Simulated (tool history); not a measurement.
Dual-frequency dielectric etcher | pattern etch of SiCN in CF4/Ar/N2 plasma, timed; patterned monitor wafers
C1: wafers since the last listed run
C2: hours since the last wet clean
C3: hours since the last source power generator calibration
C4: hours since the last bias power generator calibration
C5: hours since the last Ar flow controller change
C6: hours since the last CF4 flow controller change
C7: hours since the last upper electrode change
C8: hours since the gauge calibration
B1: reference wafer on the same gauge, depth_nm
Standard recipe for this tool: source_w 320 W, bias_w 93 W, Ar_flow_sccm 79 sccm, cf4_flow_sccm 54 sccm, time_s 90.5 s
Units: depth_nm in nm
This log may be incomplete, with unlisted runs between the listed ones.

run 1 day=0 | source_w=250 bias_w=93 Ar_flow_sccm=61 cf4_flow_sccm=54 time_s=90.5 | C1=0 C2=493.6 C3=404.3 C4=1516.5 C5=260.3 C6=69.9 C7=2800.6 C8=757.3 | B1=72.6 | depth_nm=58.6
-- day=3.067 bias power generator calibrated
run 2 day=3.088 | source_w=270 bias_w=93 Ar_flow_sccm=79 cf4_flow_sccm=54 time_s=90.5 | C1=892 C2=567.7 C3=478.4 C4=0.5 C5=334.4 C6=144 C7=2874.7 C8=831.4 | B1=72.7 | depth_nm=60.7
-- day=6.142 upper electrode replaced
run 3 day=6.271 | source_w=320 bias_w=73 Ar_flow_sccm=79 cf4_flow_sccm=54 time_s=90.5 | C1=667 C2=644.1 C3=554.8 C4=76.9 C5=410.8 C6=220.4 C7=3.1 C8=907.8 | B1=72.8 | depth_nm=63
run 4 day=9.579 | source_w=320 bias_w=93 Ar_flow_sccm=68 cf4_flow_sccm=54 time_s=90.5 | C1=1011 C2=723.5 C3=634.2 C4=156.3 C5=490.2 C6=299.8 C7=82.5 C8=987.2 | B1=72.6 | depth_nm=69.1
-- day=14.554 wet clean of the chamber
run 5 day=18.821 | source_w=320 bias_w=93 Ar_flow_sccm=79 cf4_flow_sccm=54 time_s=90.5 | C1=2519 C2=102.4 C3=856 C4=378.1 C5=712 C6=521.6 C7=304.3 C8=1209 | B1=72.6 | depth_nm=64.9
run 6 day=23.05 | source_w=320 bias_w=85 Ar_flow_sccm=79 cf4_flow_sccm=67 time_s=114 | C1=1292 C2=203.9 C3=957.5 C4=479.6 C5=813.5 C6=623.1 C7=405.8 C8=1310.5 | B1=72.7 | depth_nm=83.2
run 7 day=26.658 | source_w=340 bias_w=93 Ar_flow_sccm=79 cf4_flow_sccm=54 time_s=90.5 | C1=1103 C2=290.5 C3=1044.1 C4=566.2 C5=900.1 C6=709.7 C7=492.4 C8=1397.1 | B1=72.7 | depth_nm=68.6
run 8 day=30.208 | source_w=350 bias_w=93 Ar_flow_sccm=79 cf4_flow_sccm=45 time_s=90.5 | C1=1085 C2=375.7 C3=1129.3 C4=651.4 C5=985.3 C6=794.9 C7=577.6 C8=1482.3 | B1=72.7 | depth_nm=68.6
run 9 day=32.65 | source_w=320 bias_w=93 Ar_flow_sccm=79 cf4_flow_sccm=54 time_s=90.5 | C1=746 C2=434.3 C3=1187.9 C4=710 C5=1043.9 C6=853.5 C7=636.2 C8=1540.9 | B1=72.8 | depth_nm=66.7
run 10 day=34.417 | source_w=320 bias_w=93 Ar_flow_sccm=79 cf4_flow_sccm=54 time_s=90.5 | C1=540 C2=476.7 C3=1230.3 C4=752.4 C5=1086.3 C6=895.9 C7=678.6 C8=1583.3 | B1=72.7 | depth_nm=67
run 11 day=41.358 | source_w=320 bias_w=70 Ar_flow_sccm=86 cf4_flow_sccm=58 time_s=90.5 | C1=2121 C2=643.3 C3=1396.9 C4=919 C5=1252.9 C6=1062.5 C7=845.2 C8=1749.9 | B1=72.6 | depth_nm=62.2
run 12 day=44.208 | source_w=400 bias_w=93 Ar_flow_sccm=79 cf4_flow_sccm=54 time_s=90.5 | C1=871 C2=711.7 C3=1465.3 C4=987.4 C5=1321.3 C6=1130.9 C7=913.6 C8=1818.3 | B1=72.7 | depth_nm=78.1
-- day=47.783 wet clean of the chamber
run 13 day=47.804 | source_w=320 bias_w=93 Ar_flow_sccm=79 cf4_flow_sccm=54 time_s=90.5 | C1=793 C2=0.5 C3=1551.6 C4=1073.7 C5=1407.6 C6=1217.2 C7=999.9 C8=1904.6 | B1=72.6 | depth_nm=64
run 14 day=49.7 | source_w=320 bias_w=93 Ar_flow_sccm=79 cf4_flow_sccm=54 time_s=90.5 | C1=579 C2=46 C3=1597.1 C4=1119.2 C5=1453.1 C6=1262.7 C7=1045.4 C8=1950.1 | B1=72.7 | depth_nm=64.8
run 15 day=52.588 | source_w=300 bias_w=78 Ar_flow_sccm=79 cf4_flow_sccm=66 time_s=108 | C1=882 C2=115.3 C3=1666.4 C4=1188.5 C5=1522.4 C6=1332 C7=1114.7 C8=2019.4 | B1=72.7 | depth_nm=72.8
run 16 day=56.054 | source_w=240 bias_w=93 Ar_flow_sccm=79 cf4_flow_sccm=64 time_s=90.5 | C1=1059 C2=198.5 C3=1749.6 C4=1271.7 C5=1605.6 C6=1415.2 C7=1197.9 C8=2102.6 | B1=72.8 | depth_nm=55.8
-- day=56.733 gauge calibrated
run 17 day=64.45 | source_w=320 bias_w=93 Ar_flow_sccm=79 cf4_flow_sccm=54 time_s=90.5 | C1=2566 C2=400 C3=1951.1 C4=1473.2 C5=1807.1 C6=1616.7 C7=1399.4 C8=185.2 | B1=72.6 | depth_nm=65.7
run 18 day=67.45 | source_w=320 bias_w=93 Ar_flow_sccm=79 cf4_flow_sccm=54 time_s=90.5 | C1=917 C2=472 C3=2023.1 C4=1545.2 C5=1879.1 C6=1688.7 C7=1471.4 C8=257.2 | B1=72.6 | depth_nm=66.1
run 19 day=69.825 | source_w=380 bias_w=93 Ar_flow_sccm=79 cf4_flow_sccm=43 time_s=98.5 | C1=725 C2=529 C3=2080.1 C4=1602.2 C5=1936.1 C6=1745.7 C7=1528.4 C8=314.2 | B1=72.7 | depth_nm=78.3
run 20 day=74.771 | source_w=320 bias_w=93 Ar_flow_sccm=61 cf4_flow_sccm=54 time_s=90.5 | C1=1511 C2=647.7 C3=2198.8 C4=1720.9 C5=2054.8 C6=1864.4 C7=1647.1 C8=432.9 | B1=72.6 | depth_nm=68.7

Selected run-to-run steps in depth_nm, each split into two signed amounts: the part the tool would show with no hidden state at all (from settings, incoming material and random variation), and the remainder, which goes to the hidden state together with any gauge scatter not common to the measured and the hidden-state-free results:
What the log doesn't record here: etch rate over this chamber's usual, %; source power that arrives over what is set, %; bias power that arrives over what is set, %; Ar flow that arrives over what is set, %; CF4 flow that arrives over what is set, %; gauge reads high (%).
Run 4 -> 5: Ar_flow_sccm 68 -> 79, wet clean of the chamber. depth_nm -4.2 nm: hidden state -2.4, all else -1.8.
Run 5 -> 6: bias_w 93 -> 85, cf4_flow_sccm 54 -> 67, time_s 90.5 -> 114. depth_nm +18.3 nm: hidden state +0.6, all else +17.7.
Run 12 -> 13: source_w 400 -> 320, wet clean of the chamber. depth_nm -14.1 nm: hidden state -3, all else -11.1.
Run 15 -> 16: source_w 300 -> 240, bias_w 78 -> 93, cf4_flow_sccm 66 -> 64, time_s 108 -> 90.5. depth_nm -17 nm: hidden state +0.2, all else -17.2.
